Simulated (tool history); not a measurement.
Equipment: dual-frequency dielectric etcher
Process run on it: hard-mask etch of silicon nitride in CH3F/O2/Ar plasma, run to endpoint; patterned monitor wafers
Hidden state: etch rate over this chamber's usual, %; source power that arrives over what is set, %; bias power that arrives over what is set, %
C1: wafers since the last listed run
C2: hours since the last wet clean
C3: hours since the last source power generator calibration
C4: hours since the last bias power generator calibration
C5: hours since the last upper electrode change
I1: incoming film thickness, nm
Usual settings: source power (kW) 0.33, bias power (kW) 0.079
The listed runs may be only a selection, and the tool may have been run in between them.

run 1 day=0 | source_power_(kW)=0.33 bias_power_(kW)=0.079 | C1=0 C2=543.4 C3=1164.8 C4=3885.9 C5=4905.9 | I1=36.97 | endpoint_time_(s)=59.5
-- day=0.438 wet clean of the chamber
run 2 day=1.75 | source_power_(kW)=0.31 bias_power_(kW)=0.079 | C1=235 C2=31.5 C3=1206.8 C4=3927.9 C5=4947.9 | I1=36.96 | endpoint_time_(s)=59.4
run 3 day=4.808 | source_power_(kW)=0.31 bias_power_(kW)=0.079 | C1=549 C2=104.9 C3=1280.2 C4=4001.3 C5=5021.3 | I1=37.09 | endpoint_time_(s)=59.8
run 4 day=8.35 | source_power_(kW)=0.29 bias_power_(kW)=0.079 | C1=635 C2=189.9 C3=1365.2 C4=4086.3 C5=5106.3 | I1=36.14 | endpoint_time_(s)=59.7
run 5 day=10.958 | source_power_(kW)=0.29 bias_power_(kW)=0.079 | C1=468 C2=252.5 C3=1427.8 C4=4148.9 C5=5168.9 | I1=36.81 | endpoint_time_(s)=60.9
run 6 day=13.712 | source_power_(kW)=0.29 bias_power_(kW)=0.079 | C1=494 C2=318.6 C3=1493.9 C4=4215 C5=5235 | I1=36.4 | endpoint_time_(s)=60.4
-- day=15.1 upper electrode replaced
run 7 day=17.804 | source_power_(kW)=0.35 bias_power_(kW)=0.071 | C1=555 C2=416.8 C3=1592.1 C4=4313.2 C5=64.9 | I1=36.39 | endpoint_time_(s)=59.2
-- day=21.396 source power generator calibrated
run 8 day=21.521 | source_power_(kW)=0.33 bias_power_(kW)=0.079 | C1=637 C2=506 C3=3 C4=4402.4 C5=154.1 | I1=36.84 | endpoint_time_(s)=59.2
run 9 day=25.517 | source_power_(kW)=0.27 bias_power_(kW)=0.079 | C1=717 C2=601.9 C3=98.9 C4=4498.3 C5=250 | I1=37.03 | endpoint_time_(s)=64.5
run 10 day=27.246 | source_power_(kW)=0.35 bias_power_(kW)=0.087 | C1=310 C2=643.4 C3=140.4 C4=4539.8 C5=291.5 | I1=36.85 | endpoint_time_(s)=56.3
-- day=29.662 wet clean of the chamber
run 11 day=31.275 | source_power_(kW)=0.26 bias_power_(kW)=0.09 | C1=543 C2=38.7 C3=237.1 C4=4636.5 C5=388.2 | I1=36.6 | endpoint_time_(s)=60
-- day=31.654 bias power generator calibrated
run 12 day=32.817 | source_power_(kW)=0.28 bias_power_(kW)=0.073 | C1=246 C2=75.7 C3=274.1 C4=27.9 C5=425.2 | I1=36.62 | endpoint_time_(s)=63
run 13 day=35.762 | source_power_(kW)=0.33 bias_power_(kW)=0.079 | C1=528 C2=146.4 C3=344.8 C4=98.6 C5=495.9 | I1=36.54 | endpoint_time_(s)=58
run 14 day=38.512 | source_power_(kW)=0.38 bias_power_(kW)=0.064 | C1=493 C2=212.4 C3=410.8 C4=164.6 C5=561.9 | I1=36.74 | endpoint_time_(s)=59.7
run 15 day=40.454 | source_power_(kW)=0.37 bias_power_(kW)=0.079 | C1=348 C2=259 C3=457.4 C4=211.2 C5=608.5 | I1=36.41 | endpoint_time_(s)=55.8

Forecast each of these 5 alternatives for the next run:
run A day=40.471 | source_power_(kW)=0.33 bias_power_(kW)=0.066 | C1=2 C2=259.4 C3=457.8 C4=211.6 C5=608.9 | I1=36.12 | endpoint_time_(s)=?
run B day=40.471 | source_power_(kW)=0.26 bias_power_(kW)=0.089 | C1=2 C2=259.4 C3=457.8 C4=211.6 C5=608.9 | I1=36.12 | endpoint_time_(s)=?
run C day=40.471 | source_power_(kW)=0.33 bias_power_(kW)=0.086 | C1=2 C2=259.4 C3=457.8 C4=211.6 C5=608.9 | I1=36.12 | endpoint_time_(s)=?
run D day=40.471 | source_power_(kW)=0.26 bias_power_(kW)=0.079 | C1=2 C2=259.4 C3=457.8 C4=211.6 C5=608.9 | I1=36.12 | endpoint_time_(s)=?
run E day=40.471 | source_power_(kW)=0.37 bias_power_(kW)=0.087 | C1=2 C2=259.4 C3=457.8 C4=211.6 C5=608.9 | I1=36.12 | endpoint_time_(s)=?

run=A endpoint_time_(s)=60.8
run=B endpoint_time_(s)=59.7
run=C endpoint_time_(s)=55.7
run=D endpoint_time_(s)=62.2
run=E endpoint_time_(s)=53.3
The same runs, with their run-to-run variation unchanged, on a tool lacking any hidden condition would have given:
run=A endpoint_time_(s)=60.1
run=B endpoint_time_(s)=59
run=C endpoint_time_(s)=55
run=D endpoint_time_(s)=61.4
run=E endpoint_time_(s)=52.7

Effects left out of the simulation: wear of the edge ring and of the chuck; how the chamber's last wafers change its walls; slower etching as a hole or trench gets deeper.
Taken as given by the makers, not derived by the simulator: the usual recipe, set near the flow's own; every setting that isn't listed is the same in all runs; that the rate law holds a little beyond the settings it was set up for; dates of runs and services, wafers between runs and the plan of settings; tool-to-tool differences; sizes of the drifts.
